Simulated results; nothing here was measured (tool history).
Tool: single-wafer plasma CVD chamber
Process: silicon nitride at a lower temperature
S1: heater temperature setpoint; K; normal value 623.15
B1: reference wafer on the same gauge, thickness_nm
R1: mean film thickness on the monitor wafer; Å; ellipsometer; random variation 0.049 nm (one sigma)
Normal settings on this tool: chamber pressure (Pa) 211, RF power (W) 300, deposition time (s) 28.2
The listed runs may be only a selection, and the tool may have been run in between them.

run 1 hour=0.0 | S1=623.15 chamber_pressure_(Pa)=211 RF_power_(W)=300 deposition_time_(s)=28.2 | B1=36.621 | R1=314.34
run 2 hour=18.0 | S1=623.15 chamber_pressure_(Pa)=211 RF_power_(W)=300 deposition_time_(s)=28.2 | B1=36.601 | R1=314.17
run 3 hour=35.3 | S1=623.15 chamber_pressure_(Pa)=211 RF_power_(W)=300 deposition_time_(s)=28.2 | B1=36.599 | R1=314.46
run 4 hour=75.4 | S1=623.15 chamber_pressure_(Pa)=211 RF_power_(W)=300 deposition_time_(s)=28.2 | B1=36.587 | R1=312.71
run 5 hour=91.2 | S1=623.15 chamber_pressure_(Pa)=211 RF_power_(W)=300 deposition_time_(s)=28.2 | B1=36.584 | R1=311.40
run 6 hour=108.1 | S1=623.15 chamber_pressure_(Pa)=211 RF_power_(W)=300 deposition_time_(s)=28.2 | B1=36.592 | R1=311.87
run 7 hour=116.9 | S1=623.15 chamber_pressure_(Pa)=211 RF_power_(W)=300 deposition_time_(s)=28.2 | B1=36.597 | R1=311.67
run 8 hour=134.9 | S1=623.15 chamber_pressure_(Pa)=211 RF_power_(W)=300 deposition_time_(s)=28.2 | B1=36.615 | R1=311.38
run 9 hour=146.5 | S1=623.15 chamber_pressure_(Pa)=211 RF_power_(W)=300 deposition_time_(s)=28.2 | B1=36.601 | R1=310.54
run 10 hour=158.9 | S1=623.15 chamber_pressure_(Pa)=211 RF_power_(W)=255 deposition_time_(s)=28.2 | B1=36.619 | R1=270.80
-- hour=163.0 gauge calibrated
run 11 hour=166.7 | S1=623.15 chamber_pressure_(Pa)=211 RF_power_(W)=300 deposition_time_(s)=28.2 | B1=36.593 | R1=310.32
-- hour=187.5 thermocouple changed; heater temperature recalibrated
run 12 hour=188.0 | S1=623.15 chamber_pressure_(Pa)=211 RF_power_(W)=300 deposition_time_(s)=28.2 | B1=36.596 | R1=310.08
-- hour=203.9 showerhead replaced
run 13 hour=204.4 | S1=612.15 chamber_pressure_(Pa)=211 RF_power_(W)=300 deposition_time_(s)=25.3 | B1=36.600 | R1=279.17
run 14 hour=213.3 | S1=623.15 chamber_pressure_(Pa)=211 RF_power_(W)=300 deposition_time_(s)=28.2 | B1=36.579 | R1=309.26
run 15 hour=220.7 | S1=623.15 chamber_pressure_(Pa)=211 RF_power_(W)=300 deposition_time_(s)=31.2 | B1=36.586 | R1=341.66
-- hour=232.0 capacitance manometer re-zeroed and calibrated
-- hour=239.8 RF generator calibrated
run 16 hour=240.3 | S1=623.15 chamber_pressure_(Pa)=211 RF_power_(W)=300 deposition_time_(s)=29.8 | B1=36.605 | R1=342.99
run 17 hour=240.6 | S1=623.15 chamber_pressure_(Pa)=211 RF_power_(W)=300 deposition_time_(s)=28.2 | B1=36.592 | R1=324.95
run 18 hour=249.9 | S1=618.15 chamber_pressure_(Pa)=244 RF_power_(W)=320 deposition_time_(s)=29.9 | B1=36.599 | R1=378.76
run 19 hour=262.2 | S1=614.15 chamber_pressure_(Pa)=236 RF_power_(W)=300 deposition_time_(s)=28.2 | B1=36.603 | R1=338.13
run 20 hour=272.5 | S1=623.15 chamber_pressure_(Pa)=211 RF_power_(W)=250 deposition_time_(s)=28.2 | B1=36.617 | R1=278.85
run 21 hour=280.6 | S1=623.15 chamber_pressure_(Pa)=211 RF_power_(W)=275 deposition_time_(s)=33.0 | B1=36.622 | R1=354.81
run 22 hour=289.5 | S1=619.15 chamber_pressure_(Pa)=256 RF_power_(W)=285 deposition_time_(s)=28.2 | B1=36.587 | R1=331.45
run 23 hour=301.1 | S1=634.15 chamber_pressure_(Pa)=229 RF_power_(W)=265 deposition_time_(s)=28.2 | B1=36.577 | R1=299.80
run 24 hour=313.2 | S1=623.15 chamber_pressure_(Pa)=232 RF_power_(W)=300 deposition_time_(s)=28.2 | B1=36.594 | R1=335.15
run 25 hour=322.6 | S1=623.15 chamber_pressure_(Pa)=261 RF_power_(W)=280 deposition_time_(s)=28.2 | B1=36.595 | R1=328.98
run 26 hour=346.3 | S1=623.15 chamber_pressure_(Pa)=211 RF_power_(W)=300 deposition_time_(s)=28.2 | B1=36.599 | R1=325.62
run 27 hour=354.6 | S1=623.15 chamber_pressure_(Pa)=249 RF_power_(W)=325 deposition_time_(s)=30.2 | B1=36.602 | R1=390.66
run 28 hour=362.5 | S1=612.15 chamber_pressure_(Pa)=211 RF_power_(W)=300 deposition_time_(s)=28.2 | B1=36.631 | R1=327.61

Below are 5 alternative next runs, each starting from the tool's condition after run 28. Predict each:
run A hour=362.9 | S1=613.15 chamber_pressure_(Pa)=211 RF_power_(W)=300 deposition_time_(s)=28.2 | B1=? | R1=?
run B hour=362.9 | S1=633.15 chamber_pressure_(Pa)=211 RF_power_(W)=300 deposition_time_(s)=28.2 | B1=? | R1=?
run C hour=362.9 | S1=623.15 chamber_pressure_(Pa)=183 RF_power_(W)=265 deposition_time_(s)=32.2 | B1=? | R1=?
run D hour=362.9 | S1=623.15 chamber_pressure_(Pa)=257 RF_power_(W)=300 deposition_time_(s)=28.2 | B1=? | R1=?
run E hour=362.9 | S1=623.15 chamber_pressure_(Pa)=211 RF_power_(W)=300 deposition_time_(s)=24.6 | B1=? | R1=?

run=A B1=36.608 R1=327.37
run=B B1=36.608 R1=324.57
run=C B1=36.608 R1=320.90
run=D B1=36.608 R1=346.14
run=E B1=36.608 R1=284.47
Without the tool's hidden state the same runs would have given:
run=A R1=328.11
run=B R1=325.30
run=C R1=321.64
run=D R1=347.04
run=E R1=285.11
